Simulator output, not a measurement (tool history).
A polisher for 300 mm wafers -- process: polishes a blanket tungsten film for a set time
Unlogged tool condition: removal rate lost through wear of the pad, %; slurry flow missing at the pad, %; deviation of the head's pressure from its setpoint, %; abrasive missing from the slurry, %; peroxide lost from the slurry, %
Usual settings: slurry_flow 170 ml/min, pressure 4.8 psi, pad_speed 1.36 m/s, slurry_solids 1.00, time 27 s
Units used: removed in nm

| run | hour | slurry_flow | pressure | pad_speed | slurry_solids | time | wafers since the last listed run | wafers polished on this pad | hours since the slurry nozzle was cleaned | hours since the head pressure was calibrated | hours since the slurry blender was calibrated | hours since the slurry got fresh peroxide | incoming thickness of the incoming film, nm | removed |
|---|---|---|---|---|---|---|---|---|---|---|---|---|---|---|
| 1 | 0.0 | 170 | 4.8 | 1.24 | 1.00 | 27 | 0 | 5376 | 299.5 | 341.6 | 237.0 | 394.3 | 624.8 | 170.9 |
|  | 85.0 | slurry tank refilled with fresh slurry and peroxide |
|  | 93.2 | worn pad replaced by a new one |
|  | 157.7 | slurry nozzle cleaned |
| 2 | 249.3 | 170 | 4.8 | 1.24 | 1.00 | 27 | 2987 | 1905 | 91.6 | 590.9 | 486.3 | 164.3 | 627.3 | 172.5 |
|  | 261.2 | slurry blender recalibrated |
|  | 287.4 | head pressure recalibrated |
| 3 | 290.5 | 170 | 4.8 | 1.36 | 1.00 | 27 | 456 | 2361 | 132.8 | 3.1 | 29.3 | 205.5 | 622.8 | 199.0 |
| 4 | 500.7 | 170 | 4.8 | 1.36 | 1.00 | 27 | 2581 | 4942 | 343.0 | 213.3 | 239.5 | 415.7 | 625.1 | 182.2 |
| 5 | 552.6 | 170 | 4.8 | 1.36 | 1.00 | 27 | 637 | 5580 | 394.9 | 265.2 | 291.4 | 467.6 | 633.6 | 178.8 |
|  | 590.1 | worn pad replaced by a new one |
| 6 | 599.9 | 170 | 4.8 | 1.36 | 1.00 | 27 | 531 | 119 | 442.2 | 312.5 | 338.7 | 514.9 | 629.2 | 169.9 |
|  | 660.0 | slurry nozzle cleaned |
| 7 | 669.9 | 170 | 4.8 | 1.36 | 1.00 | 27 | 847 | 967 | 9.9 | 382.5 | 408.7 | 584.9 | 641.3 | 170.1 |
|  | 679.5 | slurry tank refilled with fresh slurry and peroxide |
| 8 | 733.8 | 170 | 4.8 | 1.36 | 1.00 | 27 | 772 | 1739 | 73.8 | 446.4 | 472.6 | 54.3 | 632.3 | 185.1 |
|  | 738.1 | slurry blender recalibrated |
| 9 | 790.7 | 170 | 4.8 | 1.36 | 1.00 | 27 | 674 | 2413 | 130.7 | 503.3 | 52.6 | 111.2 | 631.5 | 199.6 |
|  | 815.5 | head pressure recalibrated |
| 10 | 830.9 | 170 | 4.8 | 1.36 | 1.00 | 27 | 469 | 2882 | 170.9 | 15.4 | 92.8 | 151.4 | 632.0 | 195.5 |
| 11 | 931.8 | 210 | 4.8 | 1.36 | 1.00 | 27 | 1239 | 4121 | 271.8 | 116.3 | 193.7 | 252.3 | 625.4 | 198.7 |
| 12 | 1033.4 | 200 | 4.8 | 1.36 | 1.00 | 27 | 1247 | 5369 | 373.4 | 217.9 | 295.3 | 353.9 | 631.6 | 186.4 |
|  | 1130.2 | worn pad replaced by a new one |
| 13 | 1136.3 | 170 | 4.8 | 1.08 | 0.80 | 27 | 1214 | 75 | 476.3 | 320.8 | 398.2 | 456.8 | 624.6 | 140.7 |
| 14 | 1176.0 | 210 | 4.8 | 1.36 | 1.15 | 24 | 487 | 562 | 516.0 | 360.5 | 437.9 | 496.5 | 619.1 | 163.9 |
|  | 1189.1 | slurry blender recalibrated |
|  | 1214.5 | slurry nozzle cleaned |
| 15 | 1228.7 | 170 | 4.8 | 1.36 | 1.00 | 27 | 610 | 1173 | 14.2 | 413.2 | 39.6 | 549.2 | 625.4 | 179.6 |
|  | 1230.6 | slurry tank refilled with fresh slurry and peroxide |
| 16 | 1314.8 | 150 | 4.8 | 1.36 | 1.00 | 27 | 1045 | 2218 | 100.3 | 499.3 | 125.7 | 84.2 | 637.5 | 190.0 |
|  | 1377.5 | head pressure recalibrated |
| 17 | 1419.4 | 170 | 4.8 | 1.36 | 1.00 | 27 | 1259 | 3478 | 204.9 | 41.9 | 230.3 | 188.8 | 632.6 | 189.4 |
| 18 | 1457.8 | 170 | 6.0 | 1.36 | 1.00 | 33 | 471 | 3949 | 243.3 | 80.3 | 268.7 | 227.2 | 626.8 | 269.1 |
| 19 | 1554.4 | 170 | 4.8 | 1.36 | 1.25 | 21 | 1186 | 5135 | 339.9 | 176.9 | 365.3 | 323.8 | 637.3 | 145.8 |
|  | 1621.0 | worn pad replaced by a new one |
| 20 | 1624.8 | 120 | 4.8 | 1.36 | 1.00 | 27 | 815 | 46 | 410.3 | 247.3 | 435.7 | 394.2 | 626.5 | 168.4 |
| 21 | 1675.1 | 145 | 3.1 | 1.06 | 1.20 | 27 | 617 | 664 | 460.6 | 297.6 | 486.0 | 444.5 | 623.1 | 112.2 |
|  | 1719.9 | slurry nozzle cleaned |
|  | 1760.7 | slurry blender recalibrated |
| 22 | 1761.2 | 170 | 4.8 | 1.36 | 1.30 | 30 | 1020 | 1684 | 41.3 | 383.7 | 0.5 | 530.6 | 636.9 | 213.3 |
|  | 1776.5 | slurry tank refilled with fresh slurry and peroxide |
| 23 | 1842.7 | 170 | 3.6 | 1.10 | 0.70 | 27 | 988 | 2673 | 122.8 | 465.2 | 82.0 | 66.2 | 617.4 | 129.1 |
|  | 1917.2 | head pressure recalibrated |
| 24 | 1940.6 | 170 | 4.8 | 1.64 | 0.90 | 32 | 1177 | 3850 | 220.7 | 23.4 | 179.9 | 164.1 | 624.1 | 260.2 |
| 25 | 2017.7 | 170 | 4.8 | 1.36 | 1.00 | 35 | 946 | 4797 | 297.8 | 100.5 | 257.0 | 241.2 | 638.2 | 241.6 |
|  | 2165.1 | worn pad replaced by a new one |
| 26 | 2195.4 | 170 | 4.8 | 1.36 | 0.70 | 34 | 2132 | 372 | 475.5 | 278.2 | 434.7 | 418.9 | 617.5 | 202.4 |
|  | 2223.7 | slurry tank refilled with fresh slurry and peroxide |
| 27 | 2232.3 | 170 | 4.8 | 1.24 | 1.00 | 27 | 440 | 813 | 512.4 | 315.1 | 471.6 | 8.6 | 627.6 | 175.1 |

Here are 3 independent what-if runs from the current tool condition. What would each one return?
| A | 2232.7 | 170 | 4.8 | 1.64 | 1.00 | 27 | 4 | 818 | 512.8 | 315.5 | 472.0 | 9.0 | 632.1 | ? |
| B | 2232.7 | 195 | 4.3 | 1.08 | 1.10 | 27 | 4 | 818 | 512.8 | 315.5 | 472.0 | 9.0 | 632.1 | ? |
| C | 2232.7 | 200 | 4.8 | 1.36 | 1.00 | 33 | 4 | 818 | 512.8 | 315.5 | 472.0 | 9.0 | 632.1 | ? |

| run | removed |
|---|---|
| A | 210.4 |
| B | 151.2 |
| C | 228.5 |
Stripped of hidden state, with their random variation kept, the same runs would have yielded:
| run | removed |
|---|---|
| A | 226.4 |
| B | 162.8 |
| C | 245.9 |
